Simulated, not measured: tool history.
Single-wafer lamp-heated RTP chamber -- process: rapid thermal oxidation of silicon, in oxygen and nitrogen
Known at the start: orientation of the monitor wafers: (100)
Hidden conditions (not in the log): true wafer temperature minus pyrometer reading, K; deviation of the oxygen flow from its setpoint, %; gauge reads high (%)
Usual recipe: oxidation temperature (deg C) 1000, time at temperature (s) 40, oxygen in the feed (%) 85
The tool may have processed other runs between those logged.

run   hour  oxidation temperature (deg C)  time at temperature (s)  oxygen in the feed (%)  wafers since the last listed run  wafers since the last pyrometer calibration  hours since the oxygen flow controller was replaced  hours since the gauge calibration  read-back reference wafer on the same gauge, thickness  oxide thickness on the monitor wafer (nm)
  1      0                           1000                       40                      98                                 0                                         1757                                               4396.2                               1017                                                    4.97                                      5.114
  2   32.2                           1000                       40                      85                               189                                         1947                                               4428.4                             1049.2                                                    4.97                                      4.886
  3   52.3                           1000                       40                      85                               118                                         2066                                               4448.5                             1069.3                                                   4.971                                      4.888
  4   84.2                           1000                       40                      85                               188                                         2254                                               4480.4                             1101.2                                                   4.972                                       4.89
  5  110.6                           1000                       40                      85                               155                                         2410                                               4506.8                             1127.6                                                   4.971                                      4.881
  6    148                           1000                       40                      85                               220                                         2630                                               4544.2                               1165                                                   4.969                                      4.885
  7  177.5                           1000                       40                      85                               173                                         2804                                               4573.7                             1194.5                                                    4.97                                       4.89
  8  193.8                            986                       40                      73                                96                                         2900                                                 4590                             1210.8                                                   4.972                                       4.23
  9  220.5                            986                       40                      73                               157                                         3058                                               4616.7                             1237.5                                                   4.969                                      4.231
     225.5  -- gauge calibrated
 10  251.4                            986                       40                      73                               182                                         3240                                               4647.6                               25.9                                                   4.974                                      4.226
     264.6  -- oxygen flow controller replaced
 11  270.7                           1000                       40                      85                                66                                         3307                                                  6.1                               45.2                                                    4.97                                      4.906
 12    301                           1022                       40                      85                               178                                         3485                                                 36.4                               75.5                                                   4.969                                      5.728
 13  326.6                           1022                       40                      85                               150                                         3636                                                   62                              101.1                                                   4.971                                      5.718
 14  356.4                           1000                       40                      85                               175                                         3812                                                 91.8                              130.9                                                   4.968                                      4.904
 15  375.7                           1013                       60                      85                               113                                         3926                                                111.1                              150.2                                                   4.969                                       6.42
 16    404                           1000                       40                      85                               166                                         4093                                                139.4                              178.5                                                   4.973                                      4.909
 17    425                           1000                       54                      85                               123                                         4216                                                160.4                              199.5                                                    4.97                                      5.591
 18  449.5                            979                       29                      85                               144                                         4361                                                184.9                                224                                                   4.972                                      3.758
     466.9  -- pyrometer window cleaned and pyrometer calibrated
 19  467.4                           1024                       24                      85                                58                                            3                                                202.8                              241.9                                                   4.969                                      4.672
 20  481.8                           1000                       40                      85                                84                                           87                                                217.2                              256.3                                                   4.969                                      4.865
 21  502.5                           1000                       40                      85                               122                                          210                                                237.9                                277                                                   4.973                                      4.877
 22  520.9                           1000                       40                      85                               108                                          318                                                256.3                              295.4                                                   4.968                                      4.862
 23    536                           1000                       40                      85                                89                                          407                                                271.4                              310.5                                                    4.97                                      4.866
 24  557.5                           1000                       56                      85                               126                                          534                                                292.9                                332                                                   4.971                                      5.626
 25  572.6                           1000                       40                      98                                89                                          623                                                  308                              347.1                                                   4.968                                      5.107

Run 26 comes next. What will it give?
 26   680                           1000                       40                      85                               633                                         1256                                                415.4                              454.5                                                       ?                                          ?

read-back reference wafer on the same gauge, thickness: 4.971
oxide thickness on the monitor wafer (nm): 4.868
The same run, on a tool lacking any hidden state, would have yielded oxide thickness on the monitor wafer (nm) 4.855.
